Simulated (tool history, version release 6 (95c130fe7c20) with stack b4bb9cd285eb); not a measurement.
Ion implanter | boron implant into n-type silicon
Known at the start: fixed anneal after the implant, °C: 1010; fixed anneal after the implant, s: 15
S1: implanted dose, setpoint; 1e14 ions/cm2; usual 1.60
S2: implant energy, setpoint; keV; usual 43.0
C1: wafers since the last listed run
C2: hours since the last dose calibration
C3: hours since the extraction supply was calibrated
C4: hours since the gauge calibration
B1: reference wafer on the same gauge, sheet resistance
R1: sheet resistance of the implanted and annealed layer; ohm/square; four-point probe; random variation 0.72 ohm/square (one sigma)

run	hour	S1	S2	C1	C2	C3	C4	B1	R1
1	0.0	1.60	49.5	0	938.6	2701.9	294.6	498.75	463.85
2	56.8	1.60	49.5	1221	995.4	2758.7	351.4	499.08	461.74
3	81.4	1.60	49.5	529	1020.0	2783.3	376.0	499.33	463.16
4	115.3	1.60	43.0	729	1053.9	2817.2	409.9	498.98	474.38
5	180.8	1.60	43.0	1408	1119.4	2882.7	475.4	498.89	473.04
6	231.1	1.36	38.0	1081	1169.7	2933.0	525.7	499.35	542.87
7	256.3	1.78	49.5	542	1194.9	2958.2	550.9	498.94	429.74
8	324.9	1.60	43.0	1475	1263.5	3026.8	619.5	499.47	473.01
9	377.7	1.60	48.0	1135	1316.3	3079.6	672.3	498.89	464.32
10	435.2	1.60	48.0	1236	1373.8	3137.1	729.8	499.17	466.01
11	611.0	1.60	35.0	3781	1549.6	3312.9	905.6	499.00	488.95
12	667.8	1.60	35.0	1221	1606.4	3369.7	962.4	498.96	488.53
# hour 698.2: extraction supply calibrated
13	711.3	1.60	43.0	763	1649.9	13.1	1005.9	499.23	472.39
14	778.5	1.60	43.0	1445	1717.1	80.3	1073.1	498.93	473.09
# hour 819.9: Faraday cup replaced and dose calibrated
15	823.7	1.60	43.0	800	3.8	125.5	1118.3	499.09	478.51
16	882.3	1.60	43.0	1260	62.4	184.1	1176.9	498.84	477.71
17	911.2	1.60	43.0	621	91.3	213.0	1205.8	498.82	475.43
18	947.7	1.60	43.0	785	127.8	249.5	1242.3	499.43	475.52
19	1011.6	1.60	43.0	1374	191.7	313.4	1306.2	498.90	477.22
20	1042.8	1.60	43.0	671	222.9	344.6	1337.4	498.82	476.18
21	1248.4	1.87	56.0	4422	428.5	550.2	1543.0	498.63	407.05
22	1305.7	1.81	34.5	1232	485.8	607.5	1600.3	499.12	449.04
23	1358.8	1.33	36.5	1142	538.9	660.6	1653.4	498.66	559.06
# hour 1409.1: gauge calibrated
24	1423.5	1.79	52.5	1391	603.6	725.3	14.4	498.99	422.80
25	1470.2	1.13	33.0	1004	650.3	772.0	61.1	499.00	639.10
26	1525.1	1.33	36.5	1180	705.2	826.9	116.0	499.15	557.02
27	1574.4	1.20	38.0	1060	754.5	876.2	165.3	498.60	596.07
28	1658.0	1.25	43.0	1798	838.1	959.8	248.9	499.03	564.52
29	1712.2	1.18	51.0	1165	892.3	1014.0	303.1	498.80	571.44
30	1777.3	1.25	53.0	1400	957.4	1079.1	368.2	499.00	545.79
31	1842.8	1.60	43.0	1408	1022.9	1144.6	433.7	498.58	473.53
32	1899.1	1.60	48.0	1211	1079.2	1200.9	490.0	499.43	463.16
33	1962.5	1.60	33.0	1363	1142.6	1264.3	553.4	499.00	492.97
34	2010.0	1.83	54.0	1021	1190.1	1311.8	600.9	498.82	412.95

Forecast each of these 5 alternatives for the next run:
A	2010.4	1.60	43.0	8	1190.5	1312.2	601.3	?	?
B	2010.4	1.36	43.0	8	1190.5	1312.2	601.3	?	?
C	2010.4	1.94	43.0	8	1190.5	1312.2	601.3	?	?
D	2010.4	1.22	43.0	8	1190.5	1312.2	601.3	?	?
E	2010.4	1.95	43.0	8	1190.5	1312.2	601.3	?	?

run	B1	R1
A	498.99	472.95
B	498.99	531.39
C	498.99	411.09
D	498.99	574.03
E	498.99	409.54
Without the tool's hidden state the same runs would have given:
run	R1
A	477.57
B	536.52
C	415.18
D	579.55
E	413.61
